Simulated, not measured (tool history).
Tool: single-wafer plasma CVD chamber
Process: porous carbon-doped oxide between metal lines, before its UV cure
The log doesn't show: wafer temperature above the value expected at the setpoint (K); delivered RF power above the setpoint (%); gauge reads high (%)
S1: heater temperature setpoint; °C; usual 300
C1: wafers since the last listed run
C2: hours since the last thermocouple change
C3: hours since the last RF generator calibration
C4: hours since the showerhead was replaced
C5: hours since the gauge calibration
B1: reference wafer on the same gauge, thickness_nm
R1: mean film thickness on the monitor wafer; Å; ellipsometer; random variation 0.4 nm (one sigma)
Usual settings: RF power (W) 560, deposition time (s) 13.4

{"run": 1, "hour": 0.0, "S1": 300, "RF power (W)": 560, "deposition time (s)": 13.4, "C1": 0, "C2": 2837.1, "C3": 2035.6, "C4": 3379.2, "C5": 460.9, "B1": 90.762, "R1": 749.83}
{"run": 2, "hour": 71.8, "S1": 300, "RF power (W)": 560, "deposition time (s)": 12.8, "C1": 3185, "C2": 2908.9, "C3": 2107.4, "C4": 3451, "C5": 532.7, "B1": 90.806, "R1": 718.7}
{"run": 3, "hour": 119.5, "S1": 300, "RF power (W)": 560, "deposition time (s)": 13.4, "C1": 2116, "C2": 2956.6, "C3": 2155.1, "C4": 3498.7, "C5": 580.4, "B1": 90.768, "R1": 744.69}
{"run": 4, "hour": 174.7, "S1": 300, "RF power (W)": 560, "deposition time (s)": 13.4, "C1": 2449, "C2": 3011.8, "C3": 2210.3, "C4": 3553.9, "C5": 635.6, "B1": 90.767, "R1": 741.43}
{"run": 5, "hour": 227.2, "S1": 300, "RF power (W)": 560, "deposition time (s)": 13.4, "C1": 2329, "C2": 3064.3, "C3": 2262.8, "C4": 3606.4, "C5": 688.1, "B1": 90.755, "R1": 747.56}
{"run": 6, "hour": 297.7, "S1": 311, "RF power (W)": 635, "deposition time (s)": 13.4, "C1": 3128, "C2": 3134.8, "C3": 2333.3, "C4": 3676.9, "C5": 758.6, "B1": 90.82, "R1": 795.33}
{"run": 7, "hour": 382.2, "S1": 311, "RF power (W)": 635, "deposition time (s)": 13.4, "C1": 3749, "C2": 3219.3, "C3": 2417.8, "C4": 3761.4, "C5": 843.1, "B1": 90.804, "R1": 798.76}
{"run": 8, "hour": 429.5, "S1": 300, "RF power (W)": 560, "deposition time (s)": 13.4, "C1": 2098, "C2": 3266.6, "C3": 2465.1, "C4": 3808.7, "C5": 890.4, "B1": 90.848, "R1": 747.83}
{"hour": 441.4, "done": "thermocouple changed; heater temperature recalibrated"}
{"run": 9, "hour": 468.9, "S1": 307, "RF power (W)": 560, "deposition time (s)": 14.7, "C1": 1393, "C2": 27.5, "C3": 2504.5, "C4": 3848.1, "C5": 929.8, "B1": 90.752, "R1": 790.34}
{"run": 10, "hour": 559.4, "S1": 307, "RF power (W)": 560, "deposition time (s)": 14.7, "C1": 4015, "C2": 118, "C3": 2595, "C4": 3938.6, "C5": 1020.3, "B1": 90.784, "R1": 786.97}
{"run": 11, "hour": 619.4, "S1": 300, "RF power (W)": 560, "deposition time (s)": 13.4, "C1": 2662, "C2": 178, "C3": 2655, "C4": 3998.6, "C5": 1080.3, "B1": 90.737, "R1": 750.75}
{"run": 12, "hour": 661.9, "S1": 300, "RF power (W)": 490, "deposition time (s)": 14.5, "C1": 1885, "C2": 220.5, "C3": 2697.5, "C4": 4041.1, "C5": 1122.8, "B1": 90.89, "R1": 689.52}
{"run": 13, "hour": 710.1, "S1": 311, "RF power (W)": 560, "deposition time (s)": 14.7, "C1": 2138, "C2": 268.7, "C3": 2745.7, "C4": 4089.3, "C5": 1171, "B1": 90.76, "R1": 776.23}
{"hour": 729.3, "done": "RF generator calibrated"}
{"run": 14, "hour": 799.8, "S1": 300, "RF power (W)": 560, "deposition time (s)": 13.4, "C1": 3624, "C2": 358.4, "C3": 70.5, "C4": 4179, "C5": 1260.7, "B1": 90.783, "R1": 705.53}
{"run": 15, "hour": 862.1, "S1": 306, "RF power (W)": 510, "deposition time (s)": 13.4, "C1": 2764, "C2": 420.7, "C3": 132.8, "C4": 4241.3, "C5": 1323, "B1": 90.77, "R1": 616.79}
{"hour": 873.8, "done": "showerhead replaced"}
{"run": 16, "hour": 924.4, "S1": 315, "RF power (W)": 485, "deposition time (s)": 13.4, "C1": 2409, "C2": 483, "C3": 195.1, "C4": 50.6, "C5": 1385.3, "B1": 90.73, "R1": 549.23}
{"hour": 956.5, "done": "RF generator calibrated, repeated, since the last time left the tool worse"}
{"run": 17, "hour": 1022.7, "S1": 300, "RF power (W)": 560, "deposition time (s)": 13.4, "C1": 4006, "C2": 581.3, "C3": 66.2, "C4": 148.9, "C5": 1483.6, "B1": 90.747, "R1": 777.26}
{"hour": 1051.6, "done": "gauge calibrated"}
{"run": 18, "hour": 1123.0, "S1": 311, "RF power (W)": 635, "deposition time (s)": 13.4, "C1": 4450, "C2": 681.6, "C3": 166.5, "C4": 249.2, "C5": 71.4, "B1": 90.842, "R1": 825.95}
{"run": 19, "hour": 1235.6, "S1": 295, "RF power (W)": 450, "deposition time (s)": 11.8, "C1": 4995, "C2": 794.2, "C3": 279.1, "C4": 361.8, "C5": 184, "B1": 90.833, "R1": 541.44}

Run 20 comes next. What will it give?
{"run": 20, "hour": 1321.7, "S1": 310, "RF power (W)": 655, "deposition time (s)": 14.5, "C1": 3820, "C2": 880.3, "C3": 365.2, "C4": 447.9, "C5": 270.1, "B1": "?", "R1": "?"}

B1: 90.819
R1: 907.74 Å
Without the tool's hidden state the same run would have given R1 930.35 Å.
